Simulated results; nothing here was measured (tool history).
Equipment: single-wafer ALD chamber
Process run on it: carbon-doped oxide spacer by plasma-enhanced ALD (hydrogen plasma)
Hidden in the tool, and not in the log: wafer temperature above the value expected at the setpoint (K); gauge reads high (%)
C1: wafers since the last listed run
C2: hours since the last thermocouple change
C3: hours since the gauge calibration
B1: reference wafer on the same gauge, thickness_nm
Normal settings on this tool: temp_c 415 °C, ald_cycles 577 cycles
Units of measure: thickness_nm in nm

{"run": 1, "hour": 0.0, "temp_c": 421, "ald_cycles": 547, "C1": 0, "C2": 748.2, "C3": 32.3, "B1": 26.63, "thickness_nm": 26.004}
{"run": 2, "hour": 24.7, "temp_c": 409, "ald_cycles": 577, "C1": 16, "C2": 772.9, "C3": 57.0, "B1": 26.591, "thickness_nm": 28.717}
{"run": 3, "hour": 66.3, "temp_c": 409, "ald_cycles": 577, "C1": 28, "C2": 814.5, "C3": 98.6, "B1": 26.61, "thickness_nm": 28.68}
{"run": 4, "hour": 97.2, "temp_c": 409, "ald_cycles": 577, "C1": 20, "C2": 845.4, "C3": 129.5, "B1": 26.605, "thickness_nm": 28.745}
{"run": 5, "hour": 144.7, "temp_c": 415, "ald_cycles": 577, "C1": 32, "C2": 892.9, "C3": 177.0, "B1": 26.608, "thickness_nm": 28.201}
{"run": 6, "hour": 172.4, "temp_c": 415, "ald_cycles": 577, "C1": 18, "C2": 920.6, "C3": 204.7, "B1": 26.598, "thickness_nm": 28.229}
{"run": 7, "hour": 200.4, "temp_c": 415, "ald_cycles": 577, "C1": 18, "C2": 948.6, "C3": 232.7, "B1": 26.599, "thickness_nm": 28.233}
{"run": 8, "hour": 254.4, "temp_c": 415, "ald_cycles": 488, "C1": 36, "C2": 1002.6, "C3": 286.7, "B1": 26.606, "thickness_nm": 23.958}
{"hour": 290.8, "done": "thermocouple changed; heater temperature recalibrated"}
{"run": 9, "hour": 311.7, "temp_c": 415, "ald_cycles": 511, "C1": 33, "C2": 20.9, "C3": 344.0, "B1": 26.595, "thickness_nm": 24.533}
{"run": 10, "hour": 380.7, "temp_c": 425, "ald_cycles": 501, "C1": 46, "C2": 89.9, "C3": 413.0, "B1": 26.614, "thickness_nm": 23.141}
{"hour": 397.9, "done": "gauge calibrated"}
{"run": 11, "hour": 437.6, "temp_c": 411, "ald_cycles": 633, "C1": 38, "C2": 146.8, "C3": 39.7, "B1": 26.617, "thickness_nm": 30.667}
{"run": 12, "hour": 484.2, "temp_c": 422, "ald_cycles": 495, "C1": 31, "C2": 193.4, "C3": 86.3, "B1": 26.598, "thickness_nm": 23.193}
{"run": 13, "hour": 512.2, "temp_c": 415, "ald_cycles": 577, "C1": 18, "C2": 221.4, "C3": 114.3, "B1": 26.6, "thickness_nm": 27.585}
{"run": 14, "hour": 560.2, "temp_c": 415, "ald_cycles": 577, "C1": 32, "C2": 269.4, "C3": 162.3, "B1": 26.612, "thickness_nm": 27.568}
{"run": 15, "hour": 589.9, "temp_c": 424, "ald_cycles": 628, "C1": 20, "C2": 299.1, "C3": 192.0, "B1": 26.596, "thickness_nm": 29.06}
{"run": 16, "hour": 650.7, "temp_c": 430, "ald_cycles": 505, "C1": 41, "C2": 359.9, "C3": 252.8, "B1": 26.601, "thickness_nm": 22.891}

Hidden state, per run?
gauge reads high (%): 0 on each run
H1: wafer temperature above the value expected at the setpoint (K)
run=1 H1=-3.95
run=2 H1=-4.15
run=3 H1=-4.5
run=4 H1=-4.77
run=5 H1=-5.21
run=6 H1=-5.48
run=7 H1=-5.75
run=8 H1=-6.31
run=9 H1=0.623
run=10 H1=0.583
run=11 H1=0.512
run=12 H1=0.428
run=13 H1=0.366
run=14 H1=0.241
run=15 H1=0.152
run=16 H1=-0.0604
